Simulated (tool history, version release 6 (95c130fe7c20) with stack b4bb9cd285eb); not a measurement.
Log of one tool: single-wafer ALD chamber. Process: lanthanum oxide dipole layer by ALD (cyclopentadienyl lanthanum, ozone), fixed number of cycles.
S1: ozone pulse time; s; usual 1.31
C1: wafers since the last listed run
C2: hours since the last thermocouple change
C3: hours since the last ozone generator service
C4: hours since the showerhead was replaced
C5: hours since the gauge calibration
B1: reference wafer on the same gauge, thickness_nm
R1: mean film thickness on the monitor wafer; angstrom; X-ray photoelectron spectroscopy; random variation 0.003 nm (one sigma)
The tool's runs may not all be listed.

run	hour	S1	C1	C2	C3	C4	C5	B1	R1
1	0	1.31	0	1485.9	268	4589.5	1187	0.635	5.42
2	64.2	1.31	1536	1550.1	332.2	4653.7	1251.2	0.636	5.43
3	149.5	1.31	2042	1635.4	417.5	4739	1336.5	0.636	5.45
4	218.3	1.31	1647	1704.2	486.3	4807.8	1405.3	0.636	5.45
5	303.9	0.95	2049	1789.8	571.9	4893.4	1490.9	0.636	4.94
6	350.7	1.08	1120	1836.6	618.7	4940.2	1537.7	0.636	5.17
7	422.4	1.08	1716	1908.3	690.4	5011.9	1609.4	0.636	5.2
8	480.3	1.08	1386	1966.2	748.3	5069.8	1667.3	0.636	5.19
9	539.8	1.31	1424	2025.7	807.8	5129.3	1726.8	0.637	5.47
10	595	1.62	1321	2080.9	863	5184.5	1782	0.636	5.64
11	686.8	1.64	2197	2172.7	954.8	5276.3	1873.8	0.636	5.57
12	742.7	1.64	1338	2228.6	1010.7	5332.2	1929.7	0.636	5.57
13	793.2	1.64	1208	2279.1	1061.2	5382.7	1980.2	0.637	5.68
14	849.2	1.31	1340	2335.1	1117.2	5438.7	2036.2	0.636	5.45
15	885.6	1.31	871	2371.5	1153.6	5475.1	2072.6	0.636	5.48
# hour 940.5: thermocouple changed; heater temperature recalibrated
# hour 954.6: ozone generator serviced
16	959.5	1.31	1386	19	4.9	5549	2146.5	0.636	5.43
17	1152.6	1.16	4622	212.1	198	5742.1	2339.6	0.635	5.29
# hour 1238: gauge calibrated
18	1364.6	0.93	5075	424.1	410	5954.1	126.6	0.636	4.9
19	1439.6	1.76	1795	499.1	485	6029.1	201.6	0.637	5.64
# hour 1476.6: showerhead replaced
20	1538.7	1.67	2180	598.2	584.1	62.1	300.7	0.636	5.66
21	1616.3	1.31	1857	675.8	661.7	139.7	378.3	0.636	5.49
22	1908.1	1.03	6985	967.6	953.5	431.5	670.1	0.636	5.06
23	1947.1	1.31	933	1006.6	992.5	470.5	709.1	0.637	5.46
24	2046.5	1.15	2379	1106	1091.9	569.9	808.5	0.637	5.21
25	2147.7	1.31	2422	1207.2	1193.1	671.1	909.7	0.636	5.43
# hour 2222.3: ozone generator serviced
26	2252.6	1.69	2319	1312.1	30.3	776	1014.6	0.636	5.69
27	2304	1.1	1230	1363.5	81.7	827.4	1066	0.636	5.17
28	2359.6	1.5	1331	1419.1	137.3	883	1121.6	0.637	5.56
29	2456.7	1.46	2324	1516.2	234.4	980.1	1218.7	0.637	5.54

The next listed run, before its measurement:
30	2508.7	0.82	1244	1568.2	286.4	1032.1	1270.7	?	?

Run 30 gave B1 0.636, R1 4.62 angstrom.
Without the tool's hidden state the same run would have given R1 4.62 angstrom.

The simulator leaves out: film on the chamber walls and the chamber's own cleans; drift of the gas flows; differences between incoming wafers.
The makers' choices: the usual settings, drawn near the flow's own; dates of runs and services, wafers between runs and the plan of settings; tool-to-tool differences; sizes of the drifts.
